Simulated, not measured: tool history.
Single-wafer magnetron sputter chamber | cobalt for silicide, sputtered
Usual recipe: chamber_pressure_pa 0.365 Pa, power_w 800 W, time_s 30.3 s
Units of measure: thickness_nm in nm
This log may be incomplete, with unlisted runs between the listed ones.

| run | day | chamber_pressure_pa | power_w | time_s | read-back reference wafer on the same gauge, thickness_nm | thickness_nm |
|---|---|---|---|---|---|---|
| 1 | 0 | 0.365 | 950 | 30.3 | 13.109 | 14.659 |
| 2 | 2.258 | 0.365 | 800 | 30.3 | 13.1 | 12.198 |
| 3 | 5.283 | 0.312 | 800 | 30.3 | 13.096 | 12.525 |
|  | 6.138 | sputter target and shields replaced |
| 4 | 9.129 | 0.312 | 800 | 30.3 | 13.113 | 12.656 |
|  | 13.879 | sputter target and shields replaced |
| 5 | 13.9 | 0.365 | 800 | 30.3 | 13.085 | 12.259 |
| 6 | 17.675 | 0.311 | 650 | 30.3 | 13.094 | 10.279 |
| 7 | 19.354 | 0.311 | 650 | 30.3 | 13.111 | 10.21 |
|  | 21.958 | sputter target and shields replaced |
| 8 | 21.992 | 0.432 | 750 | 28.7 | 13.097 | 10.427 |
|  | 23.212 | capacitance manometer re-zeroed and calibrated |
|  | 23.754 | gauge calibrated |
| 9 | 24.471 | 0.284 | 1000 | 26.5 | 13.104 | 14.091 |
| 10 | 26.438 | 0.312 | 800 | 30.3 | 13.101 | 12.742 |
|  | 28.354 | magnet pack replaced |
|  | 30.15 | sputter target and shields replaced |
| 11 | 30.333 | 0.477 | 650 | 33.3 | 13.099 | 10.39 |
| 12 | 32.283 | 0.365 | 800 | 30.3 | 13.099 | 12.407 |

Run 13, settings as shown, results not yet in. Your forecast:
| 13 | 33.825 | 0.264 | 800 | 30.3 | ? | ? |

{"run 13": {"read-back reference wafer on the same gauge, thickness_nm": 13.112, "thickness_nm": 13.008}}
Take away the tool's hidden state, keep the run-to-run variation as it was, and the same run would have given thickness_nm 13.13 nm.

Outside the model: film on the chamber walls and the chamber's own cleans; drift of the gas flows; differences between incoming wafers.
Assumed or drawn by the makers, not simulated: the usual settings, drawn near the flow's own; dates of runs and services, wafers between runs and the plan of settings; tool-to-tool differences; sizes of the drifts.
